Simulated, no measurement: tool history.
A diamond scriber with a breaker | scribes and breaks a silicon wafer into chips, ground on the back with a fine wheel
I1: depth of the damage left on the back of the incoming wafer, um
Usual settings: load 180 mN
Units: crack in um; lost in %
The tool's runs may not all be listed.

Run 1, hour 0: usual settings but load 168 mN; I1 2.24. Result: crack 8.73 um, lost 6.83 %.
Run 2, hour 82.2: usual settings but load 168 mN; I1 2.15. Result: crack 8.73 um, lost 7.57 %.
Run 3, hour 145.9: usual settings; I1 1.86. Result: crack 9.28 um, lost 4.67 %.
Run 4, hour 195.5: usual settings; I1 1.96. Result: crack 9.33 um, lost 5 %.
Run 5, hour 283.4: usual settings; I1 1.53. Result: crack 8.91 um, lost 4.77 %.
Run 6, hour 385.3: usual settings but load 139 mN; I1 2.61. Result: crack 6.62 um, lost 29.52 %.
Run 7, hour 460.9: usual settings but load 139 mN; I1 2.72. Result: crack 6.64 um, lost 29.56 %.
Run 8, hour 568.4: usual settings but load 139 mN; I1 2.64. Result: crack 6.46 um, lost 35.91 %.
Run 9, hour 630.2: usual settings; I1 2.98. Result: crack 8.23 um, lost 11.18 %.
Run 10, hour 675.3: usual settings but load 150 mN; I1 1.72. Result: crack 7.01 um, lost 24.03 %.
Run 11, hour 719.6: usual settings but load 232 mN; I1 2.8. Result: crack 11.21 um, lost 2.15 %.
At hour 778.3: load on the tip recalibrated.
Run 12, hour 807.9: usual settings but load 157 mN; I1 2.59. Result: crack 8.9 um, lost 5.3 %.
At hour 810.9: diamond tip replaced by a new one.
Run 13, hour 860: usual settings but load 139 mN; I1 2.65. Result: crack 7.82 um, lost 15.91 %.
Run 14, hour 935.9: usual settings but load 228 mN; I1 2.37. Result: crack 12.96 um, lost 6.43 %.
Run 15, hour 979.1: usual settings but load 210 mN; I1 2.98. Result: crack 12.46 um, lost 3.39 %.
Run 16, hour 1035.7: usual settings but load 148 mN; I1 1.6. Result: crack 8.45 um, lost 10.66 %.

The same runs without the tool's hidden state, with the same run-to-run variation:
The hidden state here: share of the diamond tip's cutting effectiveness lost through wear, %; deviation of the load on the tip from its setpoint, %.
run  crack   lost
  1  10.06   2.03
  2  10.16   2.05
  3  10.88   1.16
  4     11   1.23
  5  10.61   0.91
  6   7.99   13.7
  7   8.08  13.44
  8   7.96  15.57
  9  10.23   2.84
 10   8.76   6.98
 11   14.1   9.24
 12   9.02   4.75
 13   7.97  14.46
 14  13.31   7.74
 15  12.84   4.21
 16   8.76   8.31

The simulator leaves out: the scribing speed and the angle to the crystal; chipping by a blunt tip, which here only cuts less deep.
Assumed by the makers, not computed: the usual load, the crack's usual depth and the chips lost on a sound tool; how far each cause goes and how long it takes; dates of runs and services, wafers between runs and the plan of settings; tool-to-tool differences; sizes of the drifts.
